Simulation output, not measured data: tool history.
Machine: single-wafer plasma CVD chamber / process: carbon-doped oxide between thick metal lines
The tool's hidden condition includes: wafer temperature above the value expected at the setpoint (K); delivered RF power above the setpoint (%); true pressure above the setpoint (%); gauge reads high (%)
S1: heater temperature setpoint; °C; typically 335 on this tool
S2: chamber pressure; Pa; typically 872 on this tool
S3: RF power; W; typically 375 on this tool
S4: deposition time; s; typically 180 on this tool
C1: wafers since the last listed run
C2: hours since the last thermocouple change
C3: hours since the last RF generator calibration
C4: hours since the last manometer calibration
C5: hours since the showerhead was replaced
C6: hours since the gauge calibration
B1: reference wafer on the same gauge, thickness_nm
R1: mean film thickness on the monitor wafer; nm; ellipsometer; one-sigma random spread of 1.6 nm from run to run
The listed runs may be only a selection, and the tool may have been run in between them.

run 1 hour=0 | S1=335 S2=1033 S3=375 S4=172 | C1=0 C2=1413.9 C3=1348.3 C4=1520.9 C5=4750.8 C6=183.3 | B1=874.389 | R1=713.494
-- hour=4.5 gauge calibrated
run 2 hour=9 | S1=335 S2=1033 S3=375 S4=172 | C1=110 C2=1422.9 C3=1357.3 C4=1529.9 C5=4759.8 C6=4.5 | B1=875.506 | R1=708.747
run 3 hour=24.7 | S1=335 S2=1033 S3=375 S4=172 | C1=192 C2=1438.6 C3=1373 C4=1545.6 C5=4775.5 C6=20.2 | B1=874.394 | R1=712.345
run 4 hour=32.2 | S1=335 S2=872 S3=375 S4=180 | C1=92 C2=1446.1 C3=1380.5 C4=1553.1 C5=4783 C6=27.7 | B1=874.923 | R1=738.373
run 5 hour=47.7 | S1=335 S2=872 S3=375 S4=180 | C1=190 C2=1461.6 C3=1396 C4=1568.6 C5=4798.5 C6=43.2 | B1=875.018 | R1=738.967
run 6 hour=59.7 | S1=335 S2=872 S3=375 S4=180 | C1=147 C2=1473.6 C3=1408 C4=1580.6 C5=4810.5 C6=55.2 | B1=875.083 | R1=737.748
run 7 hour=75.1 | S1=335 S2=872 S3=375 S4=180 | C1=189 C2=1489 C3=1423.4 C4=1596 C5=4825.9 C6=70.6 | B1=874.781 | R1=736.091
run 8 hour=83 | S1=335 S2=872 S3=375 S4=180 | C1=97 C2=1496.9 C3=1431.3 C4=1603.9 C5=4833.8 C6=78.5 | B1=875.098 | R1=736.751
run 9 hour=90.9 | S1=335 S2=872 S3=375 S4=180 | C1=97 C2=1504.8 C3=1439.2 C4=1611.8 C5=4841.7 C6=86.4 | B1=874.631 | R1=738.572
-- hour=109.1 showerhead replaced
run 10 hour=109.6 | S1=335 S2=872 S3=375 S4=180 | C1=131 C2=1523.5 C3=1457.9 C4=1630.5 C5=0.5 C6=105.1 | B1=874.706 | R1=739.466
run 11 hour=112.8 | S1=335 S2=872 S3=375 S4=180 | C1=39 C2=1526.7 C3=1461.1 C4=1633.7 C5=3.7 C6=108.3 | B1=874.684 | R1=741.39
run 12 hour=119.1 | S1=335 S2=872 S3=375 S4=180 | C1=77 C2=1533 C3=1467.4 C4=1640 C5=10 C6=114.6 | B1=874.557 | R1=739.706
-- hour=133.1 RF generator calibrated
run 13 hour=133.6 | S1=335 S2=872 S3=375 S4=180 | C1=79 C2=1547.5 C3=0.5 C4=1654.5 C5=24.5 C6=129.1 | B1=874.894 | R1=777.578
run 14 hour=144.1 | S1=335 S2=872 S3=375 S4=180 | C1=129 C2=1558 C3=11 C4=1665 C5=35 C6=139.6 | B1=875.278 | R1=777.317
run 15 hour=152.8 | S1=335 S2=872 S3=375 S4=191 | C1=106 C2=1566.7 C3=19.7 C4=1673.7 C5=43.7 C6=148.3 | B1=874.899 | R1=821.816
run 16 hour=164 | S1=335 S2=960 S3=415 S4=180 | C1=137 C2=1577.9 C3=30.9 C4=1684.9 C5=54.9 C6=159.5 | B1=875.413 | R1=829.441

Estimate the outcome of run 17 from the log above:
run 17 hour=180.1 | S1=321 S2=872 S3=375 S4=180 | C1=197 C2=1594 C3=47 C4=1701 C5=71 C6=175.6 | B1=? | R1=?

{"run 17": {"B1": 875.425, "R1": 816.561}}
Take away the tool's hidden state, keep the run-to-run variation as it was, and the same run would have given R1 822.274 nm.

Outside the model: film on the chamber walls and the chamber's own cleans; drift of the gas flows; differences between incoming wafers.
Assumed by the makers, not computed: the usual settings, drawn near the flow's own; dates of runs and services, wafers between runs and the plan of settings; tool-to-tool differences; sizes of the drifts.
